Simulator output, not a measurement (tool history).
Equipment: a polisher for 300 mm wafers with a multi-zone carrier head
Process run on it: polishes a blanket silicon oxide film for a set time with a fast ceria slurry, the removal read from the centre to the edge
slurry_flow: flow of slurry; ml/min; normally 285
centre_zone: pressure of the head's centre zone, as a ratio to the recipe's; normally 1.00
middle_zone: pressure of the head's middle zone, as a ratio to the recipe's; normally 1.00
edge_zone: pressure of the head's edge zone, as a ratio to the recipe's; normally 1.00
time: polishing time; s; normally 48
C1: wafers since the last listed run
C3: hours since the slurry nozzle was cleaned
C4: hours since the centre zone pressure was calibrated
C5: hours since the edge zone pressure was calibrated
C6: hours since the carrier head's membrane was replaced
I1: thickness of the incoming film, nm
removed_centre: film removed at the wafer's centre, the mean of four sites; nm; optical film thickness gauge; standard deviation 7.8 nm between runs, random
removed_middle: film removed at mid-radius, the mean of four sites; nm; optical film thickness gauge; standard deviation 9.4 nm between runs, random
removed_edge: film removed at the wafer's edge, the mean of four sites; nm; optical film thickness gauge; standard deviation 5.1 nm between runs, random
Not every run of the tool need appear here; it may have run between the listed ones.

{"run": 1, "hour": 0.0, "slurry_flow": 220, "centre_zone": 1.0, "middle_zone": 1.0, "edge_zone": 1.0, "time": 48, "C1": 0, "wafers polished on this pad": 245, "C3": 194.8, "C4": 908.0, "C5": 990.1, "C6": 1535.2, "I1": 2380.4, "removed_centre": 705.9, "removed_middle": 728.8, "removed_edge": 717.6}
{"run": 2, "hour": 9.9, "slurry_flow": 285, "centre_zone": 1.0, "middle_zone": 1.0, "edge_zone": 1.0, "time": 48, "C1": 95, "wafers polished on this pad": 341, "C3": 204.7, "C4": 917.9, "C5": 1000.0, "C6": 1545.1, "I1": 2392.1, "removed_centre": 726.1, "removed_middle": 733.7, "removed_edge": 728.4}
{"hour": 14.2, "done": "slurry nozzle cleaned"}
{"hour": 18.9, "done": "carrier head's membrane replaced by a new one"}
{"run": 3, "hour": 24.6, "slurry_flow": 285, "centre_zone": 1.0, "middle_zone": 1.0, "edge_zone": 1.0, "time": 48, "C1": 86, "wafers polished on this pad": 427, "C3": 10.4, "C4": 932.6, "C5": 1014.7, "C6": 5.7, "I1": 2434.6, "removed_centre": 711.8, "removed_middle": 719.5, "removed_edge": 716.0}
{"run": 4, "hour": 33.2, "slurry_flow": 285, "centre_zone": 1.0, "middle_zone": 1.0, "edge_zone": 1.0, "time": 48, "C1": 82, "wafers polished on this pad": 510, "C3": 19.0, "C4": 941.2, "C5": 1023.3, "C6": 14.3, "I1": 2377.8, "removed_centre": 700.2, "removed_middle": 700.5, "removed_edge": 697.8}
{"run": 5, "hour": 43.4, "slurry_flow": 285, "centre_zone": 1.0, "middle_zone": 1.0, "edge_zone": 1.0, "time": 48, "C1": 98, "wafers polished on this pad": 609, "C3": 29.2, "C4": 951.4, "C5": 1033.5, "C6": 24.5, "I1": 2371.7, "removed_centre": 688.2, "removed_middle": 697.4, "removed_edge": 694.1}
{"hour": 49.5, "done": "worn pad replaced by a new one"}
{"hour": 54.6, "done": "centre zone pressure recalibrated"}
{"run": 6, "hour": 57.8, "slurry_flow": 285, "centre_zone": 1.0, "middle_zone": 1.0, "edge_zone": 1.0, "time": 48, "C1": 81, "wafers polished on this pad": 61, "C3": 43.6, "C4": 3.2, "C5": 1047.9, "C6": 38.9, "I1": 2444.4, "removed_centre": 734.3, "removed_middle": 738.0, "removed_edge": 739.6}
{"run": 7, "hour": 73.9, "slurry_flow": 285, "centre_zone": 1.0, "middle_zone": 1.0, "edge_zone": 1.0, "time": 48, "C1": 155, "wafers polished on this pad": 216, "C3": 59.7, "C4": 19.3, "C5": 1064.0, "C6": 55.0, "I1": 2418.0, "removed_centre": 739.2, "removed_middle": 734.1, "removed_edge": 735.5}
{"run": 8, "hour": 87.1, "slurry_flow": 360, "centre_zone": 1.08, "middle_zone": 1.0, "edge_zone": 1.0, "time": 48, "C1": 127, "wafers polished on this pad": 343, "C3": 72.9, "C4": 32.5, "C5": 1077.2, "C6": 68.2, "I1": 2397.9, "removed_centre": 810.0, "removed_middle": 761.4, "removed_edge": 743.4}
{"run": 9, "hour": 101.8, "slurry_flow": 200, "centre_zone": 1.0, "middle_zone": 1.04, "edge_zone": 0.95, "time": 42, "C1": 141, "wafers polished on this pad": 485, "C3": 87.6, "C4": 47.2, "C5": 1091.9, "C6": 82.9, "I1": 2366.5, "removed_centre": 602.7, "removed_middle": 621.9, "removed_edge": 596.3}
{"run": 10, "hour": 116.8, "slurry_flow": 285, "centre_zone": 1.05, "middle_zone": 1.0, "edge_zone": 1.0, "time": 48, "C1": 144, "wafers polished on this pad": 630, "C3": 102.6, "C4": 62.2, "C5": 1106.9, "C6": 97.9, "I1": 2417.8, "removed_centre": 741.1, "removed_middle": 708.3, "removed_edge": 699.7}
{"run": 11, "hour": 129.2, "slurry_flow": 285, "centre_zone": 1.0, "middle_zone": 1.0, "edge_zone": 1.0, "time": 61, "C1": 119, "wafers polished on this pad": 749, "C3": 115.0, "C4": 74.6, "C5": 1119.3, "C6": 110.3, "I1": 2417.3, "removed_centre": 881.8, "removed_middle": 874.9, "removed_edge": 876.1}
{"hour": 133.4, "done": "worn pad replaced by a new one"}
{"run": 12, "hour": 135.9, "slurry_flow": 205, "centre_zone": 1.09, "middle_zone": 1.0, "edge_zone": 1.0, "time": 48, "C1": 26, "wafers polished on this pad": 24, "C3": 121.7, "C4": 81.3, "C5": 1126.0, "C6": 117.0, "I1": 2398.7, "removed_centre": 779.6, "removed_middle": 725.8, "removed_edge": 729.8}
{"run": 13, "hour": 147.2, "slurry_flow": 285, "centre_zone": 1.0, "middle_zone": 0.89, "edge_zone": 1.0, "time": 53, "C1": 109, "wafers polished on this pad": 133, "C3": 133.0, "C4": 92.6, "C5": 1137.3, "C6": 128.3, "I1": 2387.4, "removed_centre": 827.4, "removed_middle": 770.8, "removed_edge": 825.3}
{"hour": 149.4, "done": "edge zone pressure recalibrated"}
{"run": 14, "hour": 155.8, "slurry_flow": 285, "centre_zone": 1.0, "middle_zone": 0.96, "edge_zone": 1.0, "time": 48, "C1": 63, "wafers polished on this pad": 196, "C3": 141.6, "C4": 101.2, "C5": 6.4, "C6": 136.9, "I1": 2413.5, "removed_centre": 746.9, "removed_middle": 720.4, "removed_edge": 746.1}
{"run": 15, "hour": 169.6, "slurry_flow": 285, "centre_zone": 0.96, "middle_zone": 1.0, "edge_zone": 1.0, "time": 48, "C1": 133, "wafers polished on this pad": 330, "C3": 155.4, "C4": 115.0, "C5": 20.2, "C6": 150.7, "I1": 2422.6, "removed_centre": 702.3, "removed_middle": 741.7, "removed_edge": 731.2}
{"run": 16, "hour": 184.0, "slurry_flow": 255, "centre_zone": 1.0, "middle_zone": 1.0, "edge_zone": 1.0, "time": 31, "C1": 138, "wafers polished on this pad": 468, "C3": 169.8, "C4": 129.4, "C5": 34.6, "C6": 165.1, "I1": 2366.8, "removed_centre": 462.1, "removed_middle": 469.2, "removed_edge": 457.6}
{"run": 17, "hour": 192.7, "slurry_flow": 285, "centre_zone": 1.0, "middle_zone": 1.0, "edge_zone": 1.0, "time": 48, "C1": 83, "wafers polished on this pad": 552, "C3": 178.5, "C4": 138.1, "C5": 43.3, "C6": 173.8, "I1": 2402.4, "removed_centre": 718.5, "removed_middle": 725.4, "removed_edge": 714.9}
{"run": 18, "hour": 205.1, "slurry_flow": 315, "centre_zone": 1.0, "middle_zone": 1.0, "edge_zone": 1.0, "time": 48, "C1": 119, "wafers polished on this pad": 672, "C3": 190.9, "C4": 150.5, "C5": 55.7, "C6": 186.2, "I1": 2417.7, "removed_centre": 705.2, "removed_middle": 715.1, "removed_edge": 712.4}
{"run": 19, "hour": 214.6, "slurry_flow": 355, "centre_zone": 1.0, "middle_zone": 1.04, "edge_zone": 1.0, "time": 48, "C1": 91, "wafers polished on this pad": 764, "C3": 200.4, "C4": 160.0, "C5": 65.2, "C6": 195.7, "I1": 2425.1, "removed_centre": 701.1, "removed_middle": 741.2, "removed_edge": 701.4}
{"hour": 221.0, "done": "worn pad replaced by a new one"}
{"run": 20, "hour": 228.3, "slurry_flow": 225, "centre_zone": 1.0, "middle_zone": 1.0, "edge_zone": 1.0, "time": 48, "C1": 93, "wafers polished on this pad": 70, "C3": 214.1, "C4": 173.7, "C5": 78.9, "C6": 209.4, "I1": 2423.5, "removed_centre": 733.4, "removed_middle": 734.6, "removed_edge": 731.1}
{"run": 21, "hour": 237.3, "slurry_flow": 320, "centre_zone": 1.05, "middle_zone": 1.0, "edge_zone": 1.0, "time": 59, "C1": 86, "wafers polished on this pad": 157, "C3": 223.1, "C4": 182.7, "C5": 87.9, "C6": 218.4, "I1": 2408.6, "removed_centre": 985.3, "removed_middle": 939.1, "removed_edge": 915.2}
{"hour": 245.2, "done": "slurry nozzle cleaned"}
{"run": 22, "hour": 247.7, "slurry_flow": 285, "centre_zone": 1.0, "middle_zone": 1.0, "edge_zone": 1.0, "time": 48, "C1": 90, "wafers polished on this pad": 248, "C3": 2.5, "C4": 193.1, "C5": 98.3, "C6": 228.8, "I1": 2406.9, "removed_centre": 749.6, "removed_middle": 742.2, "removed_edge": 746.5}
{"run": 23, "hour": 256.5, "slurry_flow": 225, "centre_zone": 1.0, "middle_zone": 1.0, "edge_zone": 0.96, "time": 48, "C1": 84, "wafers polished on this pad": 333, "C3": 11.3, "C4": 201.9, "C5": 107.1, "C6": 237.6, "I1": 2444.7, "removed_centre": 721.6, "removed_middle": 725.1, "removed_edge": 713.6}

Forecast each of these 3 alternatives for the next run:
{"run": "A", "hour": 256.9, "slurry_flow": 285, "centre_zone": 1.0, "middle_zone": 1.0, "edge_zone": 1.0, "time": 48, "C1": 3, "wafers polished on this pad": 336, "C3": 11.7, "C4": 202.3, "C5": 107.5, "C6": 238.0, "I1": 2373.0, "removed_centre": "?", "removed_middle": "?", "removed_edge": "?"}
{"run": "B", "hour": 256.9, "slurry_flow": 220, "centre_zone": 1.0, "middle_zone": 1.07, "edge_zone": 1.1, "time": 54, "C1": 3, "wafers polished on this pad": 336, "C3": 11.7, "C4": 202.3, "C5": 107.5, "C6": 238.0, "I1": 2373.0, "removed_centre": "?", "removed_middle": "?", "removed_edge": "?"}
{"run": "C", "hour": 256.9, "slurry_flow": 285, "centre_zone": 1.0, "middle_zone": 1.0, "edge_zone": 1.0, "time": 58, "C1": 3, "wafers polished on this pad": 336, "C3": 11.7, "C4": 202.3, "C5": 107.5, "C6": 238.0, "I1": 2373.0, "removed_centre": "?", "removed_middle": "?", "removed_edge": "?"}

run=A removed_centre=744.6 removed_middle=767.9 removed_edge=734.9
run=B removed_centre=811.1 removed_middle=888.1 removed_edge=846.8
run=C removed_centre=899.7 removed_middle=927.9 removed_edge=888.0
The same runs, with their run-to-run variation unchanged, on a tool lacking any hidden condition would have given:
run=A removed_centre=758.5 removed_middle=782.3 removed_edge=748.7
run=B removed_centre=826.3 removed_middle=904.8 removed_edge=862.7
run=C removed_centre=916.6 removed_middle=945.3 removed_edge=904.7
